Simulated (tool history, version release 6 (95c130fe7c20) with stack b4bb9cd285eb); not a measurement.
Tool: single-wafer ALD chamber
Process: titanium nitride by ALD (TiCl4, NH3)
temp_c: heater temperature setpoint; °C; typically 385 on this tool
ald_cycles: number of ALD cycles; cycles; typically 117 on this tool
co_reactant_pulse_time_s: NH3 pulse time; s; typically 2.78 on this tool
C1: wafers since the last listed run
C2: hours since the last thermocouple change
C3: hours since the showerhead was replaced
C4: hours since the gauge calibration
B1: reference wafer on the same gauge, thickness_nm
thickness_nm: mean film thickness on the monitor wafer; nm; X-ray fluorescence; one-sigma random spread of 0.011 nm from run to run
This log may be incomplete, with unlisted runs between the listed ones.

{"run": 1, "hour": 0.0, "temp_c": 385, "ald_cycles": 117, "co_reactant_pulse_time_s": 2.78, "C1": 0, "C2": 310.4, "C3": 2921.6, "C4": 375.4, "B1": 2.793, "thickness_nm": 2.383}
{"run": 2, "hour": 102.5, "temp_c": 385, "ald_cycles": 117, "co_reactant_pulse_time_s": 2.78, "C1": 140, "C2": 412.9, "C3": 3024.1, "C4": 477.9, "B1": 2.787, "thickness_nm": 2.365}
{"run": 3, "hour": 205.7, "temp_c": 385, "ald_cycles": 117, "co_reactant_pulse_time_s": 2.78, "C1": 141, "C2": 516.1, "C3": 3127.3, "C4": 581.1, "B1": 2.789, "thickness_nm": 2.396}
{"run": 4, "hour": 284.3, "temp_c": 385, "ald_cycles": 117, "co_reactant_pulse_time_s": 2.78, "C1": 107, "C2": 594.7, "C3": 3205.9, "C4": 659.7, "B1": 2.791, "thickness_nm": 2.383}
{"run": 5, "hour": 374.8, "temp_c": 385, "ald_cycles": 117, "co_reactant_pulse_time_s": 2.78, "C1": 123, "C2": 685.2, "C3": 3296.4, "C4": 750.2, "B1": 2.789, "thickness_nm": 2.381}
{"run": 6, "hour": 570.2, "temp_c": 385, "ald_cycles": 106, "co_reactant_pulse_time_s": 2.78, "C1": 267, "C2": 880.6, "C3": 3491.8, "C4": 945.6, "B1": 2.79, "thickness_nm": 2.166}
{"run": 7, "hour": 655.6, "temp_c": 385, "ald_cycles": 117, "co_reactant_pulse_time_s": 2.78, "C1": 116, "C2": 966.0, "C3": 3577.2, "C4": 1031.0, "B1": 2.794, "thickness_nm": 2.377}
{"run": 8, "hour": 742.4, "temp_c": 385, "ald_cycles": 117, "co_reactant_pulse_time_s": 2.78, "C1": 118, "C2": 1052.8, "C3": 3664.0, "C4": 1117.8, "B1": 2.788, "thickness_nm": 2.379}
{"hour": 764.6, "done": "showerhead replaced"}
{"run": 9, "hour": 782.8, "temp_c": 385, "ald_cycles": 117, "co_reactant_pulse_time_s": 2.78, "C1": 44, "C2": 1093.2, "C3": 18.2, "C4": 1158.2, "B1": 2.788, "thickness_nm": 2.376}
{"run": 10, "hour": 828.7, "temp_c": 385, "ald_cycles": 117, "co_reactant_pulse_time_s": 2.78, "C1": 62, "C2": 1139.1, "C3": 64.1, "C4": 1204.1, "B1": 2.79, "thickness_nm": 2.384}
{"run": 11, "hour": 994.6, "temp_c": 385, "ald_cycles": 117, "co_reactant_pulse_time_s": 1.95, "C1": 226, "C2": 1305.0, "C3": 230.0, "C4": 1370.0, "B1": 2.794, "thickness_nm": 2.375}
{"hour": 1003.6, "done": "gauge calibrated"}
{"run": 12, "hour": 1072.5, "temp_c": 392, "ald_cycles": 124, "co_reactant_pulse_time_s": 2.45, "C1": 106, "C2": 1382.9, "C3": 307.9, "C4": 68.9, "B1": 2.789, "thickness_nm": 2.528}
{"run": 13, "hour": 1114.5, "temp_c": 392, "ald_cycles": 117, "co_reactant_pulse_time_s": 1.74, "C1": 57, "C2": 1424.9, "C3": 349.9, "C4": 110.9, "B1": 2.789, "thickness_nm": 2.364}
{"run": 14, "hour": 1202.6, "temp_c": 379, "ald_cycles": 103, "co_reactant_pulse_time_s": 3.34, "C1": 120, "C2": 1513.0, "C3": 438.0, "C4": 199.0, "B1": 2.785, "thickness_nm": 2.097}
{"run": 15, "hour": 1250.0, "temp_c": 385, "ald_cycles": 117, "co_reactant_pulse_time_s": 2.78, "C1": 64, "C2": 1560.4, "C3": 485.4, "C4": 246.4, "B1": 2.79, "thickness_nm": 2.382}
{"hour": 1302.9, "done": "thermocouple changed; heater temperature recalibrated"}
{"run": 16, "hour": 1330.7, "temp_c": 373, "ald_cycles": 97, "co_reactant_pulse_time_s": 3.5, "C1": 99, "C2": 27.8, "C3": 566.1, "C4": 327.1, "B1": 2.786, "thickness_nm": 1.959}
{"run": 17, "hour": 1518.0, "temp_c": 376, "ald_cycles": 133, "co_reactant_pulse_time_s": 3.33, "C1": 256, "C2": 215.1, "C3": 753.4, "C4": 514.4, "B1": 2.79, "thickness_nm": 2.692}
{"run": 18, "hour": 1561.8, "temp_c": 385, "ald_cycles": 117, "co_reactant_pulse_time_s": 2.78, "C1": 59, "C2": 258.9, "C3": 797.2, "C4": 558.2, "B1": 2.789, "thickness_nm": 2.373}
{"run": 19, "hour": 1852.3, "temp_c": 379, "ald_cycles": 98, "co_reactant_pulse_time_s": 3.72, "C1": 397, "C2": 549.4, "C3": 1087.7, "C4": 848.7, "B1": 2.788, "thickness_nm": 2.017}
{"run": 20, "hour": 1909.4, "temp_c": 385, "ald_cycles": 105, "co_reactant_pulse_time_s": 2.78, "C1": 78, "C2": 606.5, "C3": 1144.8, "C4": 905.8, "B1": 2.789, "thickness_nm": 2.134}
{"run": 21, "hour": 1994.9, "temp_c": 371, "ald_cycles": 107, "co_reactant_pulse_time_s": 1.98, "C1": 116, "C2": 692.0, "C3": 1230.3, "C4": 991.3, "B1": 2.789, "thickness_nm": 2.113}

5 ways to go on from here, each from the tool as it stands after run 21. What would each give?
{"run": "A", "hour": 1995.6, "temp_c": 385, "ald_cycles": 117, "co_reactant_pulse_time_s": 2.78, "C1": 0, "C2": 692.7, "C3": 1231.0, "C4": 992.0, "B1": "?", "thickness_nm": "?"}
{"run": "B", "hour": 1995.6, "temp_c": 371, "ald_cycles": 117, "co_reactant_pulse_time_s": 2.78, "C1": 0, "C2": 692.7, "C3": 1231.0, "C4": 992.0, "B1": "?", "thickness_nm": "?"}
{"run": "C", "hour": 1995.6, "temp_c": 371, "ald_cycles": 135, "co_reactant_pulse_time_s": 2.78, "C1": 0, "C2": 692.7, "C3": 1231.0, "C4": 992.0, "B1": "?", "thickness_nm": "?"}
{"run": "D", "hour": 1995.6, "temp_c": 373, "ald_cycles": 105, "co_reactant_pulse_time_s": 2.78, "C1": 0, "C2": 692.7, "C3": 1231.0, "C4": 992.0, "B1": "?", "thickness_nm": "?"}
{"run": "E", "hour": 1995.6, "temp_c": 374, "ald_cycles": 117, "co_reactant_pulse_time_s": 3.34, "C1": 0, "C2": 692.7, "C3": 1231.0, "C4": 992.0, "B1": "?", "thickness_nm": "?"}

run=A B1=2.784 thickness_nm=2.386
run=B B1=2.784 thickness_nm=2.350
run=C B1=2.784 thickness_nm=2.711
run=D B1=2.784 thickness_nm=2.116
run=E B1=2.784 thickness_nm=2.374
Without the tool's unlogged condition, the same runs would have read:
run=A thickness_nm=2.386
run=B thickness_nm=2.350
run=C thickness_nm=2.711
run=D thickness_nm=2.116
run=E thickness_nm=2.374
